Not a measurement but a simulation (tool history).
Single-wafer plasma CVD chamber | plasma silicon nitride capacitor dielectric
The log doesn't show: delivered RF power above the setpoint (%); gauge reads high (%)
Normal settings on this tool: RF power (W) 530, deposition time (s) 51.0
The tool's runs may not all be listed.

run	hour	RF power (W)	deposition time (s)	wafers since the last listed run	hours since the last RF generator calibration	hours since the showerhead was replaced	hours since the gauge calibration	read-back reference wafer on the same gauge, thickness_nm	mean film thickness on the monitor wafer (Å)
1	0.0	530	51.0	0	1268.8	3336.0	206.2	88.313	759.40
2	24.6	530	46.4	499	1293.4	3360.6	230.8	88.275	692.55
3	50.7	530	46.4	530	1319.5	3386.7	256.9	88.301	693.98
# hour 65.6: gauge calibrated
4	77.1	530	46.4	536	1345.9	3413.1	11.5	88.289	690.12
5	110.9	460	51.0	686	1379.7	3446.9	45.3	88.334	719.23
6	138.4	470	51.0	558	1407.2	3474.4	72.8	88.326	725.22
7	162.2	530	51.0	483	1431.0	3498.2	96.6	88.276	755.98
# hour 186.5: showerhead replaced
8	187.1	530	51.0	343	1455.9	0.6	121.5	88.280	755.42
# hour 198.0: RF generator calibrated
9	200.2	530	51.0	103	2.2	13.7	134.6	88.274	779.01
10	235.1	530	51.0	708	37.1	48.6	169.5	88.282	780.99
11	253.5	430	51.0	373	55.5	67.0	187.9	88.294	723.46

Forecast run 12:
12	269.4	465	42.7	322	71.4	82.9	203.8	?	?

Run 12 yielded read-back reference wafer on the same gauge, thickness_nm 88.345, mean film thickness on the monitor wafer (Å) 622.15.
Without the tool's hidden state the same run would have given mean film thickness on the monitor wafer (Å) 622.43.
